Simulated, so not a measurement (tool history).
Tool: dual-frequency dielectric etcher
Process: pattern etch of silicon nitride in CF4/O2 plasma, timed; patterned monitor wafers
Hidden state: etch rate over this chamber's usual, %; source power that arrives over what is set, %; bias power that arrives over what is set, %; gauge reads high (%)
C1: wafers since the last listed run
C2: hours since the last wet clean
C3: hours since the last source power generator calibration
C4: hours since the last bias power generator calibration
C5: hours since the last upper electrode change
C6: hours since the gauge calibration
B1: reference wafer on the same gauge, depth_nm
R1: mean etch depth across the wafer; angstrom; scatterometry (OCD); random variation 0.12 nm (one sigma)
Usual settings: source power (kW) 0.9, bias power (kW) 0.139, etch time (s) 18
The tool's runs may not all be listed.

{"run": 1, "hour": 0.0, "source power (kW)": 0.9, "bias power (kW)": 0.139, "etch time (s)": 18, "C1": 0, "C2": 517.2, "C3": 1832.1, "C4": 1651.7, "C5": 1267.8, "C6": 835.1, "B1": 46.1, "R1": 525}
{"hour": 33.6, "done": "wet clean of the chamber"}
{"hour": 78.2, "done": "source power generator calibrated"}
{"run": 2, "hour": 79.5, "source power (kW)": 0.9, "bias power (kW)": 0.139, "etch time (s)": 18, "C1": 677, "C2": 45.9, "C3": 1.3, "C4": 1731.2, "C5": 1347.3, "C6": 914.6, "B1": 46.1, "R1": 522}
{"run": 3, "hour": 142.3, "source power (kW)": 0.9, "bias power (kW)": 0.139, "etch time (s)": 18, "C1": 826, "C2": 108.7, "C3": 64.1, "C4": 1794, "C5": 1410.1, "C6": 977.4, "B1": 46.1, "R1": 525}
{"run": 4, "hour": 204.7, "source power (kW)": 0.9, "bias power (kW)": 0.139, "etch time (s)": 18, "C1": 821, "C2": 171.1, "C3": 126.5, "C4": 1856.4, "C5": 1472.5, "C6": 1039.8, "B1": 46.1, "R1": 524}
{"run": 5, "hour": 293.4, "source power (kW)": 0.9, "bias power (kW)": 0.139, "etch time (s)": 18, "C1": 1167, "C2": 259.8, "C3": 215.2, "C4": 1945.1, "C5": 1561.2, "C6": 1128.5, "B1": 46.1, "R1": 526}
{"run": 6, "hour": 398.3, "source power (kW)": 0.9, "bias power (kW)": 0.139, "etch time (s)": 18, "C1": 1380, "C2": 364.7, "C3": 320.1, "C4": 2050, "C5": 1666.1, "C6": 1233.4, "B1": 46.1, "R1": 526}
{"hour": 424.9, "done": "bias power generator calibrated"}
{"run": 7, "hour": 490.9, "source power (kW)": 0.9, "bias power (kW)": 0.139, "etch time (s)": 18, "C1": 1165, "C2": 457.3, "C3": 412.7, "C4": 66, "C5": 1758.7, "C6": 1326, "B1": 46.1, "R1": 519}
{"run": 8, "hour": 534.9, "source power (kW)": 0.9, "bias power (kW)": 0.139, "etch time (s)": 18, "C1": 578, "C2": 501.3, "C3": 456.7, "C4": 110, "C5": 1802.7, "C6": 1370, "B1": 46.1, "R1": 519}
{"hour": 638.3, "done": "wet clean of the chamber"}
{"run": 9, "hour": 726.2, "source power (kW)": 0.9, "bias power (kW)": 0.139, "etch time (s)": 18, "C1": 2201, "C2": 87.9, "C3": 648, "C4": 301.3, "C5": 1994, "C6": 1561.3, "B1": 46.1, "R1": 517}
{"run": 10, "hour": 766.0, "source power (kW)": 0.9, "bias power (kW)": 0.139, "etch time (s)": 13.5, "C1": 523, "C2": 127.7, "C3": 687.8, "C4": 341.1, "C5": 2033.8, "C6": 1601.1, "B1": 46.1, "R1": 389}
{"run": 11, "hour": 859.0, "source power (kW)": 0.9, "bias power (kW)": 0.139, "etch time (s)": 13.5, "C1": 1223, "C2": 220.7, "C3": 780.8, "C4": 434.1, "C5": 2126.8, "C6": 1694.1, "B1": 46.1, "R1": 391}
{"hour": 947.1, "done": "upper electrode replaced"}
{"run": 12, "hour": 947.6, "source power (kW)": 1.02, "bias power (kW)": 0.105, "etch time (s)": 16, "C1": 850, "C2": 309.3, "C3": 869.4, "C4": 522.7, "C5": 0.5, "C6": 1782.7, "B1": 46.1, "R1": 455}
{"run": 13, "hour": 984.8, "source power (kW)": 0.72, "bias power (kW)": 0.139, "etch time (s)": 16.5, "C1": 489, "C2": 346.5, "C3": 906.6, "C4": 559.9, "C5": 37.7, "C6": 1819.9, "B1": 46.1, "R1": 397}
{"run": 14, "hour": 1062.8, "source power (kW)": 0.83, "bias power (kW)": 0.168, "etch time (s)": 22, "C1": 1026, "C2": 424.5, "C3": 984.6, "C4": 637.9, "C5": 115.7, "C6": 1897.9, "B1": 46.1, "R1": 646}
{"run": 15, "hour": 1139.4, "source power (kW)": 0.7, "bias power (kW)": 0.173, "etch time (s)": 22.5, "C1": 1007, "C2": 501.1, "C3": 1061.2, "C4": 714.5, "C5": 192.3, "C6": 1974.5, "B1": 46.1, "R1": 583}
{"hour": 1187.0, "done": "wet clean of the chamber"}
{"run": 16, "hour": 1187.5, "source power (kW)": 0.9, "bias power (kW)": 0.139, "etch time (s)": 18, "C1": 317, "C2": 0.5, "C3": 1109.3, "C4": 762.6, "C5": 240.4, "C6": 2022.6, "B1": 46.1, "R1": 520}
{"run": 17, "hour": 1262.4, "source power (kW)": 0.73, "bias power (kW)": 0.109, "etch time (s)": 16.5, "C1": 985, "C2": 75.4, "C3": 1184.2, "C4": 837.5, "C5": 315.3, "C6": 2097.5, "B1": 46.1, "R1": 362}
{"run": 18, "hour": 1364.6, "source power (kW)": 0.99, "bias power (kW)": 0.164, "etch time (s)": 18, "C1": 1344, "C2": 177.6, "C3": 1286.4, "C4": 939.7, "C5": 417.5, "C6": 2199.7, "B1": 46.1, "R1": 604}
{"run": 19, "hour": 1409.7, "source power (kW)": 0.9, "bias power (kW)": 0.163, "etch time (s)": 19.5, "C1": 593, "C2": 222.7, "C3": 1331.5, "C4": 984.8, "C5": 462.6, "C6": 2244.8, "B1": 46.1, "R1": 604}
{"run": 20, "hour": 1495.4, "source power (kW)": 0.9, "bias power (kW)": 0.139, "etch time (s)": 18, "C1": 1127, "C2": 308.4, "C3": 1417.2, "C4": 1070.5, "C5": 548.3, "C6": 2330.5, "B1": 46.1, "R1": 522}
{"run": 21, "hour": 1563.5, "source power (kW)": 0.75, "bias power (kW)": 0.139, "etch time (s)": 21, "C1": 896, "C2": 376.5, "C3": 1485.3, "C4": 1138.6, "C5": 616.4, "C6": 2398.6, "B1": 46.1, "R1": 524}
{"hour": 1647.7, "done": "wet clean of the chamber"}
{"hour": 1662.5, "done": "source power generator calibrated"}
{"run": 22, "hour": 1663.7, "source power (kW)": 0.79, "bias power (kW)": 0.157, "etch time (s)": 13.5, "C1": 950, "C2": 16, "C3": 1.2, "C4": 1238.8, "C5": 716.6, "C6": 2498.8, "B1": 46.1, "R1": 371}
{"hour": 1669.6, "done": "gauge calibrated"}
{"run": 23, "hour": 1771.3, "source power (kW)": 0.76, "bias power (kW)": 0.139, "etch time (s)": 23, "C1": 1415, "C2": 123.6, "C3": 108.8, "C4": 1346.4, "C5": 824.2, "C6": 101.7, "B1": 46.1, "R1": 581}
{"run": 24, "hour": 1850.0, "source power (kW)": 0.78, "bias power (kW)": 0.139, "etch time (s)": 18, "C1": 1035, "C2": 202.3, "C3": 187.5, "C4": 1425.1, "C5": 902.9, "C6": 180.4, "B1": 46.1, "R1": 466}
{"run": 25, "hour": 1956.2, "source power (kW)": 0.9, "bias power (kW)": 0.169, "etch time (s)": 18, "C1": 1397, "C2": 308.5, "C3": 293.7, "C4": 1531.3, "C5": 1009.1, "C6": 286.6, "B1": 46.1, "R1": 568}
{"run": 26, "hour": 1996.6, "source power (kW)": 0.72, "bias power (kW)": 0.125, "etch time (s)": 20.5, "C1": 531, "C2": 348.9, "C3": 334.1, "C4": 1571.7, "C5": 1049.5, "C6": 327, "B1": 46.1, "R1": 473}
{"run": 27, "hour": 2088.5, "source power (kW)": 0.99, "bias power (kW)": 0.128, "etch time (s)": 20, "C1": 1209, "C2": 440.8, "C3": 426, "C4": 1663.6, "C5": 1141.4, "C6": 418.9, "B1": 46.2, "R1": 606}
{"hour": 2189.9, "done": "wet clean of the chamber"}
{"run": 28, "hour": 2194.1, "source power (kW)": 0.79, "bias power (kW)": 0.12, "etch time (s)": 18, "C1": 1073, "C2": 4.2, "C3": 531.6, "C4": 1769.2, "C5": 1247, "C6": 524.5, "B1": 46.1, "R1": 441}
{"run": 29, "hour": 2254.3, "source power (kW)": 0.73, "bias power (kW)": 0.109, "etch time (s)": 16.5, "C1": 792, "C2": 64.4, "C3": 591.8, "C4": 1829.4, "C5": 1307.2, "C6": 584.7, "B1": 46.1, "R1": 364}

5 ways to go on from here, each from the tool as it stands after run 29. What would each give?
{"run": "A", "hour": 2254.7, "source power (kW)": 1.05, "bias power (kW)": 0.139, "etch time (s)": 18, "C1": 5, "C2": 64.8, "C3": 592.2, "C4": 1829.8, "C5": 1307.6, "C6": 585.1, "B1": "?", "R1": "?"}
{"run": "B", "hour": 2254.7, "source power (kW)": 1.04, "bias power (kW)": 0.128, "etch time (s)": 16, "C1": 5, "C2": 64.8, "C3": 592.2, "C4": 1829.8, "C5": 1307.6, "C6": 585.1, "B1": "?", "R1": "?"}
{"run": "C", "hour": 2254.7, "source power (kW)": 0.81, "bias power (kW)": 0.156, "etch time (s)": 15, "C1": 5, "C2": 64.8, "C3": 592.2, "C4": 1829.8, "C5": 1307.6, "C6": 585.1, "B1": "?", "R1": "?"}
{"run": "D", "hour": 2254.7, "source power (kW)": 0.9, "bias power (kW)": 0.173, "etch time (s)": 18, "C1": 5, "C2": 64.8, "C3": 592.2, "C4": 1829.8, "C5": 1307.6, "C6": 585.1, "B1": "?", "R1": "?"}
{"run": "E", "hour": 2254.7, "source power (kW)": 0.9, "bias power (kW)": 0.117, "etch time (s)": 18, "C1": 5, "C2": 64.8, "C3": 592.2, "C4": 1829.8, "C5": 1307.6, "C6": 585.1, "B1": "?", "R1": "?"}

run=A B1=46.1 R1=593
run=B B1=46.1 R1=505
run=C B1=46.1 R1=420
run=D B1=46.1 R1=575
run=E B1=46.1 R1=485
Without the tool's hidden state the same runs would have given:
run=A R1=591
run=B R1=503
run=C R1=418
run=D R1=572
run=E R1=483
